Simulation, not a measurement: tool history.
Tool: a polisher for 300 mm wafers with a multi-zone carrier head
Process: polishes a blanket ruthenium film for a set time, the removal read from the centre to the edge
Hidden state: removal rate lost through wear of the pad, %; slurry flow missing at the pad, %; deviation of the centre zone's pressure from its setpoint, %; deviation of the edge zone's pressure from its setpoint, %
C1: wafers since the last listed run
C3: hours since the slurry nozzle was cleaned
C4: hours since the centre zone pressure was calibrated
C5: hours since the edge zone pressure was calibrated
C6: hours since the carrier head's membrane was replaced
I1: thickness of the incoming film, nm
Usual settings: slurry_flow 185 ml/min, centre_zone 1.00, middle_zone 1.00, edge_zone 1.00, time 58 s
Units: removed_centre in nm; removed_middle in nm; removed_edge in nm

{"run": 1, "hour": 0.0, "slurry_flow": 185, "centre_zone": 1.0, "middle_zone": 1.0, "edge_zone": 1.0, "time": 43, "C1": 0, "wafers polished on this pad": 316, "C3": 270.8, "C4": 312.2, "C5": 705.8, "C6": 1189.1, "I1": 460.9, "removed_centre": 36.9, "removed_middle": 37.5, "removed_edge": 36.6}
{"run": 2, "hour": 46.9, "slurry_flow": 185, "centre_zone": 1.0, "middle_zone": 1.08, "edge_zone": 1.0, "time": 51, "C1": 375, "wafers polished on this pad": 692, "C3": 317.7, "C4": 359.1, "C5": 752.7, "C6": 1236.0, "I1": 467.1, "removed_centre": 43.9, "removed_middle": 47.1, "removed_edge": 43.4}
{"run": 3, "hour": 141.7, "slurry_flow": 185, "centre_zone": 1.0, "middle_zone": 1.08, "edge_zone": 1.0, "time": 51, "C1": 759, "wafers polished on this pad": 1451, "C3": 412.5, "C4": 453.9, "C5": 847.5, "C6": 1330.8, "I1": 478.4, "removed_centre": 43.8, "removed_middle": 46.8, "removed_edge": 43.5}
{"hour": 167.1, "done": "edge zone pressure recalibrated"}
{"run": 4, "hour": 206.5, "slurry_flow": 185, "centre_zone": 1.0, "middle_zone": 1.08, "edge_zone": 1.0, "time": 51, "C1": 503, "wafers polished on this pad": 1954, "C3": 477.3, "C4": 518.7, "C5": 39.4, "C6": 1395.6, "I1": 466.8, "removed_centre": 42.3, "removed_middle": 46.3, "removed_edge": 43.2}
{"run": 5, "hour": 270.3, "slurry_flow": 185, "centre_zone": 1.0, "middle_zone": 1.0, "edge_zone": 1.0, "time": 58, "C1": 511, "wafers polished on this pad": 2466, "C3": 541.1, "C4": 582.5, "C5": 103.2, "C6": 1459.4, "I1": 470.2, "removed_centre": 49.6, "removed_middle": 49.5, "removed_edge": 49.7}
{"hour": 296.6, "done": "slurry nozzle cleaned"}
{"hour": 316.9, "done": "worn pad replaced by a new one"}
{"run": 6, "hour": 344.9, "slurry_flow": 185, "centre_zone": 1.0, "middle_zone": 1.0, "edge_zone": 1.0, "time": 58, "C1": 557, "wafers polished on this pad": 224, "C3": 48.3, "C4": 657.1, "C5": 177.8, "C6": 1534.0, "I1": 472.6, "removed_centre": 49.6, "removed_middle": 49.5, "removed_edge": 49.0}
{"run": 7, "hour": 402.4, "slurry_flow": 185, "centre_zone": 1.0, "middle_zone": 1.0, "edge_zone": 1.0, "time": 58, "C1": 460, "wafers polished on this pad": 684, "C3": 105.8, "C4": 714.6, "C5": 235.3, "C6": 1591.5, "I1": 466.2, "removed_centre": 49.8, "removed_middle": 50.0, "removed_edge": 49.7}
{"hour": 442.2, "done": "centre zone pressure recalibrated"}
{"hour": 584.2, "done": "worn pad replaced by a new one"}
{"run": 8, "hour": 586.0, "slurry_flow": 185, "centre_zone": 1.0, "middle_zone": 1.0, "edge_zone": 1.0, "time": 58, "C1": 1422, "wafers polished on this pad": 14, "C3": 289.4, "C4": 143.8, "C5": 418.9, "C6": 1775.1, "I1": 472.1, "removed_centre": 49.8, "removed_middle": 50.1, "removed_edge": 49.4}
{"run": 9, "hour": 679.0, "slurry_flow": 185, "centre_zone": 1.0, "middle_zone": 1.0, "edge_zone": 1.0, "time": 58, "C1": 745, "wafers polished on this pad": 759, "C3": 382.4, "C4": 236.8, "C5": 511.9, "C6": 1868.1, "I1": 468.5, "removed_centre": 49.5, "removed_middle": 50.5, "removed_edge": 49.6}
{"hour": 743.3, "done": "carrier head's membrane replaced by a new one"}
{"run": 10, "hour": 757.0, "slurry_flow": 185, "centre_zone": 1.0, "middle_zone": 1.0, "edge_zone": 1.0, "time": 58, "C1": 584, "wafers polished on this pad": 1344, "C3": 460.4, "C4": 314.8, "C5": 589.9, "C6": 13.7, "I1": 468.8, "removed_centre": 49.1, "removed_middle": 50.4, "removed_edge": 49.1}
{"run": 11, "hour": 811.5, "slurry_flow": 185, "centre_zone": 1.0, "middle_zone": 1.0, "edge_zone": 0.91, "time": 69, "C1": 436, "wafers polished on this pad": 1781, "C3": 514.9, "C4": 369.3, "C5": 644.4, "C6": 68.2, "I1": 459.0, "removed_centre": 59.7, "removed_middle": 60.3, "removed_edge": 55.9}
{"hour": 851.4, "done": "worn pad replaced by a new one"}
{"run": 12, "hour": 886.0, "slurry_flow": 120, "centre_zone": 0.91, "middle_zone": 1.0, "edge_zone": 1.12, "time": 58, "C1": 564, "wafers polished on this pad": 277, "C3": 589.4, "C4": 443.8, "C5": 718.9, "C6": 142.7, "I1": 476.1, "removed_centre": 43.4, "removed_middle": 46.7, "removed_edge": 50.3}
{"hour": 897.3, "done": "slurry nozzle cleaned"}
{"run": 13, "hour": 989.1, "slurry_flow": 185, "centre_zone": 1.0, "middle_zone": 1.08, "edge_zone": 1.0, "time": 51, "C1": 818, "wafers polished on this pad": 1095, "C3": 91.8, "C4": 546.9, "C5": 822.0, "C6": 245.8, "I1": 470.7, "removed_centre": 42.4, "removed_middle": 47.4, "removed_edge": 43.2}
{"run": 14, "hour": 1058.6, "slurry_flow": 185, "centre_zone": 0.94, "middle_zone": 1.12, "edge_zone": 1.1, "time": 44, "C1": 556, "wafers polished on this pad": 1652, "C3": 161.3, "C4": 616.4, "C5": 891.5, "C6": 315.3, "I1": 470.0, "removed_centre": 35.5, "removed_middle": 41.7, "removed_edge": 39.2}
{"hour": 1135.2, "done": "centre zone pressure recalibrated"}
{"hour": 1147.1, "done": "worn pad replaced by a new one"}
{"run": 15, "hour": 1147.6, "slurry_flow": 160, "centre_zone": 1.0, "middle_zone": 1.0, "edge_zone": 1.0, "time": 58, "C1": 665, "wafers polished on this pad": 3, "C3": 250.3, "C4": 12.4, "C5": 980.5, "C6": 404.3, "I1": 478.8, "removed_centre": 48.5, "removed_middle": 49.8, "removed_edge": 49.2}
{"hour": 1172.0, "done": "edge zone pressure recalibrated"}
{"run": 16, "hour": 1243.7, "slurry_flow": 185, "centre_zone": 1.0, "middle_zone": 1.0, "edge_zone": 1.0, "time": 58, "C1": 753, "wafers polished on this pad": 757, "C3": 346.4, "C4": 108.5, "C5": 71.7, "C6": 500.4, "I1": 468.5, "removed_centre": 48.5, "removed_middle": 51.1, "removed_edge": 49.6}
{"run": 17, "hour": 1324.2, "slurry_flow": 185, "centre_zone": 1.06, "middle_zone": 1.04, "edge_zone": 1.0, "time": 58, "C1": 644, "wafers polished on this pad": 1402, "C3": 426.9, "C4": 189.0, "C5": 152.2, "C6": 580.9, "I1": 468.5, "removed_centre": 54.0, "removed_middle": 52.3, "removed_edge": 49.0}
{"run": 18, "hour": 1361.8, "slurry_flow": 250, "centre_zone": 1.0, "middle_zone": 1.0, "edge_zone": 1.0, "time": 58, "C1": 301, "wafers polished on this pad": 1703, "C3": 464.5, "C4": 226.6, "C5": 189.8, "C6": 618.5, "I1": 470.0, "removed_centre": 52.0, "removed_middle": 51.5, "removed_edge": 50.1}
{"hour": 1443.5, "done": "worn pad replaced by a new one"}
{"run": 19, "hour": 1446.3, "slurry_flow": 185, "centre_zone": 1.0, "middle_zone": 1.0, "edge_zone": 0.94, "time": 58, "C1": 644, "wafers polished on this pad": 22, "C3": 549.0, "C4": 311.1, "C5": 274.3, "C6": 703.0, "I1": 469.8, "removed_centre": 49.9, "removed_middle": 50.0, "removed_edge": 47.7}
{"hour": 1478.6, "done": "slurry nozzle cleaned"}
{"run": 20, "hour": 1514.6, "slurry_flow": 185, "centre_zone": 1.0, "middle_zone": 1.0, "edge_zone": 1.0, "time": 48, "C1": 539, "wafers polished on this pad": 561, "C3": 36.0, "C4": 379.4, "C5": 342.6, "C6": 771.3, "I1": 466.3, "removed_centre": 41.6, "removed_middle": 40.9, "removed_edge": 41.1}
{"run": 21, "hour": 1571.4, "slurry_flow": 185, "centre_zone": 1.0, "middle_zone": 1.08, "edge_zone": 1.0, "time": 51, "C1": 455, "wafers polished on this pad": 1016, "C3": 92.8, "C4": 436.2, "C5": 399.4, "C6": 828.1, "I1": 460.5, "removed_centre": 43.6, "removed_middle": 47.6, "removed_edge": 43.5}

What the log doesn't show, run by run:
removal rate lost through wear of the pad, %: 0 in every run
slurry flow missing at the pad, %: 0 in every run
deviation of the centre zone's pressure from its setpoint, %: 0 in every run
deviation of the edge zone's pressure from its setpoint, %: 0 in every run
